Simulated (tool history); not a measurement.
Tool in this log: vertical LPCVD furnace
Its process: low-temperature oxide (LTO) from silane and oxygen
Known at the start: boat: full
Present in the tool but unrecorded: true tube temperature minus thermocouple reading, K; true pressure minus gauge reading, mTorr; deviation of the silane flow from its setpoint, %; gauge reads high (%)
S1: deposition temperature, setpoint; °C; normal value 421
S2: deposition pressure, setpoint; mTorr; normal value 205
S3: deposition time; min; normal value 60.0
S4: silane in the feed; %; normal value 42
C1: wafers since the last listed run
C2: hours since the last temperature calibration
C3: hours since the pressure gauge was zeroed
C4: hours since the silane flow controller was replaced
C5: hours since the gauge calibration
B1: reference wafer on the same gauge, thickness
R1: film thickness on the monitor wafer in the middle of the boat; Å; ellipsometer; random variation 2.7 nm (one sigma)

{"run": 1, "hour": 0.0, "S1": 421, "S2": 205, "S3": 60.0, "S4": 42, "C1": 0, "C2": 2869.4, "C3": 1325.7, "C4": 5321.9, "C5": 227.3, "B1": 770.58, "R1": 7336.3}
{"run": 2, "hour": 16.0, "S1": 421, "S2": 205, "S3": 60.0, "S4": 42, "C1": 229, "C2": 2885.4, "C3": 1341.7, "C4": 5337.9, "C5": 243.3, "B1": 770.75, "R1": 7363.6}
{"run": 3, "hour": 47.9, "S1": 421, "S2": 205, "S3": 60.0, "S4": 42, "C1": 456, "C2": 2917.3, "C3": 1373.6, "C4": 5369.8, "C5": 275.2, "B1": 771.62, "R1": 7356.8}
{"run": 4, "hour": 83.7, "S1": 421, "S2": 205, "S3": 60.0, "S4": 42, "C1": 512, "C2": 2953.1, "C3": 1409.4, "C4": 5405.6, "C5": 311.0, "B1": 771.74, "R1": 7415.2}
{"run": 5, "hour": 101.4, "S1": 421, "S2": 205, "S3": 60.0, "S4": 42, "C1": 253, "C2": 2970.8, "C3": 1427.1, "C4": 5423.3, "C5": 328.7, "B1": 770.84, "R1": 7314.9}
{"run": 6, "hour": 125.5, "S1": 421, "S2": 205, "S3": 60.0, "S4": 42, "C1": 345, "C2": 2994.9, "C3": 1451.2, "C4": 5447.4, "C5": 352.8, "B1": 770.47, "R1": 7409.6}
{"run": 7, "hour": 154.2, "S1": 421, "S2": 205, "S3": 60.0, "S4": 42, "C1": 410, "C2": 3023.6, "C3": 1479.9, "C4": 5476.1, "C5": 381.5, "B1": 770.22, "R1": 7423.2}
{"run": 8, "hour": 168.6, "S1": 424, "S2": 190, "S3": 60.0, "S4": 42, "C1": 206, "C2": 3038.0, "C3": 1494.3, "C4": 5490.5, "C5": 395.9, "B1": 770.5, "R1": 7052.7}
{"run": 9, "hour": 183.8, "S1": 424, "S2": 190, "S3": 60.0, "S4": 42, "C1": 217, "C2": 3053.2, "C3": 1509.5, "C4": 5505.7, "C5": 411.1, "B1": 770.0, "R1": 7067.3}
{"run": 10, "hour": 218.0, "S1": 421, "S2": 205, "S3": 60.0, "S4": 35, "C1": 489, "C2": 3087.4, "C3": 1543.7, "C4": 5539.9, "C5": 445.3, "B1": 770.48, "R1": 5995.8}
{"run": 11, "hour": 249.5, "S1": 421, "S2": 205, "S3": 60.0, "S4": 35, "C1": 451, "C2": 3118.9, "C3": 1575.2, "C4": 5571.4, "C5": 476.8, "B1": 770.31, "R1": 6023.4}
{"run": 12, "hour": 265.9, "S1": 431, "S2": 155, "S3": 70.0, "S4": 50, "C1": 234, "C2": 3135.3, "C3": 1591.6, "C4": 5587.8, "C5": 493.2, "B1": 769.65, "R1": 8501.1}
{"run": 13, "hour": 294.0, "S1": 421, "S2": 205, "S3": 60.0, "S4": 42, "C1": 402, "C2": 3163.4, "C3": 1619.7, "C4": 5615.9, "C5": 521.3, "B1": 771.41, "R1": 7360.4}
{"run": 14, "hour": 312.4, "S1": 427, "S2": 185, "S3": 60.0, "S4": 35, "C1": 263, "C2": 3181.8, "C3": 1638.1, "C4": 5634.3, "C5": 539.7, "B1": 772.33, "R1": 5763.7}
{"run": 15, "hour": 327.9, "S1": 421, "S2": 205, "S3": 60.0, "S4": 42, "C1": 221, "C2": 3197.3, "C3": 1653.6, "C4": 5649.8, "C5": 555.2, "B1": 769.85, "R1": 7439.6}
{"hour": 361.7, "done": "silane flow controller replaced"}
{"run": 16, "hour": 362.2, "S1": 421, "S2": 205, "S3": 53.5, "S4": 38, "C1": 147, "C2": 3231.6, "C3": 1687.9, "C4": 0.5, "C5": 589.5, "B1": 771.39, "R1": 5883.4}
{"hour": 402.6, "done": "gauge calibrated"}
{"run": 17, "hour": 430.6, "S1": 421, "S2": 205, "S3": 60.0, "S4": 39, "C1": 979, "C2": 3300.0, "C3": 1756.3, "C4": 68.9, "C5": 28.0, "B1": 770.09, "R1": 6894.0}
{"run": 18, "hour": 466.0, "S1": 421, "S2": 245, "S3": 60.0, "S4": 42, "C1": 506, "C2": 3335.4, "C3": 1791.7, "C4": 104.3, "C5": 63.4, "B1": 770.89, "R1": 8817.4}
{"run": 19, "hour": 490.5, "S1": 421, "S2": 205, "S3": 71.5, "S4": 48, "C1": 350, "C2": 3359.9, "C3": 1816.2, "C4": 128.8, "C5": 87.9, "B1": 770.09, "R1": 10147.0}
{"hour": 531.0, "done": "pressure gauge zeroed"}
{"hour": 571.8, "done": "thermocouples replaced and temperature profile calibrated"}
{"run": 20, "hour": 576.9, "S1": 412, "S2": 220, "S3": 69.0, "S4": 47, "C1": 549, "C2": 5.1, "C3": 45.9, "C4": 215.2, "C5": 174.3, "B1": 770.7, "R1": 9032.7}
{"run": 21, "hour": 589.0, "S1": 409, "S2": 170, "S3": 46.0, "S4": 42, "C1": 173, "C2": 17.2, "C3": 58.0, "C4": 227.3, "C5": 186.4, "B1": 769.44, "R1": 4042.4}
{"run": 22, "hour": 618.0, "S1": 421, "S2": 175, "S3": 60.0, "S4": 45, "C1": 415, "C2": 46.2, "C3": 87.0, "C4": 256.3, "C5": 215.4, "B1": 770.84, "R1": 6565.9}
{"run": 23, "hour": 653.3, "S1": 421, "S2": 225, "S3": 60.0, "S4": 42, "C1": 505, "C2": 81.5, "C3": 122.3, "C4": 291.6, "C5": 250.7, "B1": 771.96, "R1": 7865.6}
{"run": 24, "hour": 669.4, "S1": 421, "S2": 205, "S3": 60.0, "S4": 42, "C1": 230, "C2": 97.6, "C3": 138.4, "C4": 307.7, "C5": 266.8, "B1": 771.15, "R1": 7135.1}
{"run": 25, "hour": 682.2, "S1": 421, "S2": 230, "S3": 60.0, "S4": 45, "C1": 183, "C2": 110.4, "C3": 151.2, "C4": 320.5, "C5": 279.6, "B1": 771.92, "R1": 8579.4}
{"run": 26, "hour": 706.2, "S1": 414, "S2": 205, "S3": 76.0, "S4": 49, "C1": 343, "C2": 134.4, "C3": 175.2, "C4": 344.5, "C5": 303.6, "B1": 770.65, "R1": 9804.1}
{"run": 27, "hour": 756.0, "S1": 421, "S2": 245, "S3": 49.0, "S4": 50, "C1": 713, "C2": 184.2, "C3": 225.0, "C4": 394.3, "C5": 353.4, "B1": 770.03, "R1": 8201.7}
{"run": 28, "hour": 768.7, "S1": 431, "S2": 225, "S3": 39.0, "S4": 47, "C1": 181, "C2": 196.9, "C3": 237.7, "C4": 407.0, "C5": 366.1, "B1": 770.52, "R1": 6280.2}
{"run": 29, "hour": 781.8, "S1": 421, "S2": 175, "S3": 53.5, "S4": 42, "C1": 187, "C2": 210.0, "C3": 250.8, "C4": 420.1, "C5": 379.2, "B1": 771.3, "R1": 5524.4}
{"run": 30, "hour": 801.4, "S1": 421, "S2": 255, "S3": 81.0, "S4": 42, "C1": 280, "C2": 229.6, "C3": 270.4, "C4": 439.7, "C5": 398.8, "B1": 769.59, "R1": 12065.2}
{"run": 31, "hour": 830.6, "S1": 421, "S2": 205, "S3": 60.0, "S4": 42, "C1": 418, "C2": 258.8, "C3": 299.6, "C4": 468.9, "C5": 428.0, "B1": 770.72, "R1": 7177.0}
{"run": 32, "hour": 856.8, "S1": 429, "S2": 155, "S3": 45.5, "S4": 50, "C1": 375, "C2": 285.0, "C3": 325.8, "C4": 495.1, "C5": 454.2, "B1": 771.66, "R1": 5241.2}

Forecast each of these 3 alternatives for the next run:
{"run": "A", "hour": 861.5, "S1": 421, "S2": 205, "S3": 60.0, "S4": 42, "C1": 67, "C2": 289.7, "C3": 330.5, "C4": 499.8, "C5": 458.9, "B1": "?", "R1": "?"}
{"run": "B", "hour": 861.5, "S1": 427, "S2": 205, "S3": 77.0, "S4": 45, "C1": 67, "C2": 289.7, "C3": 330.5, "C4": 499.8, "C5": 458.9, "B1": "?", "R1": "?"}
{"run": "C", "hour": 861.5, "S1": 425, "S2": 225, "S3": 60.0, "S4": 36, "C1": 67, "C2": 289.7, "C3": 330.5, "C4": 499.8, "C5": 458.9, "B1": "?", "R1": "?"}

run=A B1=771.11 R1=7260.9
run=B B1=771.11 R1=10579.3
run=C B1=771.11 R1=6945.9
Take away the tool's hidden state, keep each run's random variation, and the runs would have read:
run=A R1=7158.3
run=B R1=10429.8
run=C R1=6856.4
